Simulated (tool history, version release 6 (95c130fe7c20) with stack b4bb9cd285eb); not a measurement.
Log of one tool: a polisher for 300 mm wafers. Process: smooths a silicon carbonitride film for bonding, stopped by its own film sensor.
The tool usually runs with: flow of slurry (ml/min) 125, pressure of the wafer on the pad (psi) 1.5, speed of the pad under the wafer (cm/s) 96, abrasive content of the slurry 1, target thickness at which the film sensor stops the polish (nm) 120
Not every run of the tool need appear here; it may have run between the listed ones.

run,hour,flow of slurry (ml/min),pressure of the wafer on the pad (psi),speed of the pad under the wafer (cm/s),abrasive content of the slurry,target thickness at which the film sensor stops the polish (nm),"incoming thickness of the incoming film, nm",time until the film sensor stopped the polish (s)
1,0,125,1.5,96,1,120,130.8,58.1
2,27.3,125,1.5,108,1,120,129.6,48.1
3,44.2,125,1.5,108,1,120,130.5,52.2
# hour 62.7: slurry blender recalibrated
4,74.9,125,1.5,96,1,120,129.6,52.1
5,90.6,125,1.5,88,1,121,131.1,60.2
# hour 112.9: worn pad replaced by a new one
6,118.1,125,1.5,88,1,121,129.6,51.1
7,134.5,125,1.5,96,1,120,130.9,61
8,155.5,125,1.5,96,1,120,131.5,64.7
9,177.1,125,1.5,96,1,120,127.5,41.1
# hour 191.6: slurry nozzle cleaned
10,225.2,125,1.5,96,1,120,131.7,65.7
11,239.9,125,1.5,96,1,120,130,56.1
12,260.9,150,1.4,76,1.15,120,131.7,73.5
# hour 280.2: worn pad replaced by a new one
# hour 288.1: slurry blender recalibrated
13,288.8,125,1.7,96,1.15,120,128.2,40.9
14,319.4,125,1.5,96,1,120,127.7,43.2
15,352.6,125,1.5,96,1,120,129.9,57.7
16,379.8,150,1.5,96,1,122,129.2,39.2
# hour 396.2: slurry nozzle cleaned
17,407.6,125,1.5,114,1,118,128.1,50.4
# hour 429.7: worn pad replaced by a new one
18,438,125,1.5,96,1,120,129.4,53.2
# hour 451.3: head pressure recalibrated
# hour 476.1: slurry blender recalibrated
19,508.1,155,1.5,112,0.85,118,128.2,48.4
20,541.5,125,1.8,96,1,118,130.4,55.8
21,561.5,125,1.9,96,1,122,131.5,41.2
# hour 587.3: worn pad replaced by a new one
# hour 619.6: slurry nozzle cleaned
22,625.5,125,1.5,96,0.8,122,129.9,45.7

Run by run, hidden condition taken away, random variation retained:
Hidden state at play: removal rate lost through wear of the pad, %; slurry flow missing at the pad, %; deviation of the head's pressure from its setpoint, %; abrasive missing from the slurry, %.
run,time until the film sensor stopped the polish (s)
1,54.8
2,45.3
3,49.1
4,48.9
5,56.5
6,47.8
7,57
8,60.4
9,38.3
10,61
11,52
12,68
13,37.7
14,39.8
15,52.9
16,35.9
17,46.1
18,48.5
19,48.8
20,56.1
21,41.4
22,45.6
